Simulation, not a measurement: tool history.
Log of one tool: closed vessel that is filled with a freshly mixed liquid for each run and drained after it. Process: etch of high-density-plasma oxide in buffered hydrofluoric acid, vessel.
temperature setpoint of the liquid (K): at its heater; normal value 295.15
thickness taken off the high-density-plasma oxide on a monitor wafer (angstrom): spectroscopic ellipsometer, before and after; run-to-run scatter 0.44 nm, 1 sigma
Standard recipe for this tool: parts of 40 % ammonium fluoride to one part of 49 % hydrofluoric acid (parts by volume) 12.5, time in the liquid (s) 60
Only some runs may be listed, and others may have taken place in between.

run	day	temperature setpoint of the liquid (K)	parts of 40 % ammonium fluoride to one part of 49 % hydrofluoric acid (parts by volume)	time in the liquid (s)	read-back film thickness of the high-density-plasma oxide reference wafer, read on the same gauge (nm)	thickness taken off the high-density-plasma oxide on a monitor wafer (angstrom)
1	0	297.65	16.5	60	39.96	443.2
2	6.792	295.15	15	60	39.98	424.1
3	8.496	295.15	15	60	40.01	425.8
4	11.021	295.15	12.5	60	39.99	515
5	14.008	295.15	12.5	60	40.04	509.3
6	15.742	295.15	12.5	60	39.99	518.4
7	18.15	295.15	12.5	60	40	516.7
8	19.712	295.15	12.5	60	40.04	514
9	21.629	295.15	12.5	60	39.98	506.6
10	23.479	295.15	12.5	60	40.02	517.2
11	25.725	295.15	12.5	60	40	514
12	27.162	291.15	12.5	90	40.03	613.1
# day 28.767: thermometer replaced
13	28.788	298.65	15.5	35	40.01	295.9
14	30.812	299.65	17	70	39.99	560.7
15	33.383	295.15	12.5	60	40.01	515.8
16	35.35	296.65	15.5	30	39.97	225.8
# day 36.479: gauge calibrated
17	36.892	290.15	12.5	60	40	392.7
18	38.633	295.15	12.5	30	39.95	254.9
19	39.896	295.15	12.5	60	39.99	518.9
20	42.388	295.15	12.5	70	39.97	597
# day 49.296: hydrofluoric acid flow meter replaced
21	50.946	295.15	16	60	39.96	402.5
22	52.775	295.15	14	60	40.01	458.2
23	53.979	295.15	10.5	60	39.98	611
24	55.996	295.15	12.5	60	40.02	513.9
25	58.538	295.15	12.5	60	40.03	512.7
26	59.804	295.15	14	80	39.97	620.4
27	61.175	293.15	12.5	30	40.05	232.7
28	63.271	295.15	14.5	80	40.01	582
29	65.058	295.15	14.5	60	40.03	444.5
# day 65.388: thermometer replaced
30	67.171	297.15	10	95	39.99	1134.9

Consider 5 possible next runs. They are alternatives, not a sequence: every one starts from the tool as it was left by run 30. What does each give?
A	67.2	295.15	17.5	60	?	?
B	67.2	293.15	12.5	60	?	?
C	67.2	298.15	11	60	?	?
D	67.2	295.15	12.5	35	?	?
E	67.2	295.15	12.5	90	?	?

run	read-back film thickness of the high-density-plasma oxide reference wafer, read on the same gauge (nm)	thickness taken off the high-density-plasma oxide on a monitor wafer (angstrom)
A	40.03	370.1
B	40.03	460.9
C	40.03	687.8
D	40.03	300.5
E	40.03	772.7
Take away the tool's hidden state, keep each run's random variation, and the runs would have read:
run	thickness taken off the high-density-plasma oxide on a monitor wafer (angstrom)
A	370.1
B	460.9
C	687.8
D	300.5
E	772.7

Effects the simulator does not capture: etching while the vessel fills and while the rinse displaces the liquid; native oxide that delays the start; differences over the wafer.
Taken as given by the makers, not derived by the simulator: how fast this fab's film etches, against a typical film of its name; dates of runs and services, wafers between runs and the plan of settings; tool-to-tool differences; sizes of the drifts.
